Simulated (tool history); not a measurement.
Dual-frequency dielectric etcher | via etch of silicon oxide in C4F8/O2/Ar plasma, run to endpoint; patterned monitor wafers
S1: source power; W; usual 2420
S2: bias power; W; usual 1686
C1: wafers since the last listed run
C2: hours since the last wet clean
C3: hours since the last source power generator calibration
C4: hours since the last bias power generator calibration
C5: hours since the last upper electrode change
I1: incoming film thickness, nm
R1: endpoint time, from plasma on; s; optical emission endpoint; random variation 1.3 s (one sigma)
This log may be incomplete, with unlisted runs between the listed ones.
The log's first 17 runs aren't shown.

run,day,S1,S2,C1,C2,C3,C4,C5,I1,R1
# day 10.362: bias power generator calibrated
# day 11.112: wet clean of the chamber
18,11.133,2730,1894,234,0.5,172.3,18.5,119.3,1347.8,251.2
19,11.296,2660,1385,27,4.4,176.2,22.4,123.2,1336.1,274.4
20,11.983,2420,1686,116,20.9,192.7,38.9,139.7,1332.1,270.0
21,12.288,2870,1908,51,28.2,200.0,46.2,147.0,1341.4,240.9
22,12.862,2100,1580,97,42.0,213.8,60.0,160.8,1328.8,295.8
23,13.121,2600,1325,43,48.2,220.0,66.2,167.0,1339.0,278.4
24,13.583,2420,1506,78,59.3,231.1,77.3,178.1,1336.5,279.3
25,13.912,2620,1334,55,67.2,239.0,85.2,186.0,1341.7,279.5
26,14.629,2420,1829,120,84.4,256.2,102.4,203.2,1348.3,265.7
27,15.362,3010,1359,123,102.0,273.8,120.0,220.8,1338.6,256.5
28,15.638,2420,2003,46,108.6,280.4,126.6,227.4,1341.4,258.8
29,16.283,1960,1456,109,124.1,295.9,142.1,242.9,1341.0,312.0
30,16.746,2420,1686,78,135.2,307.0,153.2,254.0,1339.2,267.6
31,17.162,2920,1686,70,145.2,317.0,163.2,264.0,1334.6,244.2
32,17.454,1920,1331,49,152.2,324.0,170.2,271.0,1335.4,324.0
33,17.833,1950,1958,64,161.3,333.1,179.3,280.1,1354.1,288.4
34,18.338,2420,1686,85,173.4,345.2,191.4,292.2,1339.0,267.5

Branching from run 34: 5 alternative next runs. What would each branch give?
A,18.358,2420,1686,3,173.9,345.7,191.9,292.7,1344.1,?
B,18.358,1820,1406,3,173.9,345.7,191.9,292.7,1344.1,?
C,18.358,2240,1555,3,173.9,345.7,191.9,292.7,1344.1,?
D,18.358,2960,1337,3,173.9,345.7,191.9,292.7,1344.1,?
E,18.358,2140,2034,3,173.9,345.7,191.9,292.7,1344.1,?

run,R1
A,269.8
B,328.4
C,286.8
D,260.0
E,271.9
Had the tool no hidden state, the same runs would have come out as:
run,R1
A,273.0
B,332.3
C,290.2
D,263.1
E,275.2

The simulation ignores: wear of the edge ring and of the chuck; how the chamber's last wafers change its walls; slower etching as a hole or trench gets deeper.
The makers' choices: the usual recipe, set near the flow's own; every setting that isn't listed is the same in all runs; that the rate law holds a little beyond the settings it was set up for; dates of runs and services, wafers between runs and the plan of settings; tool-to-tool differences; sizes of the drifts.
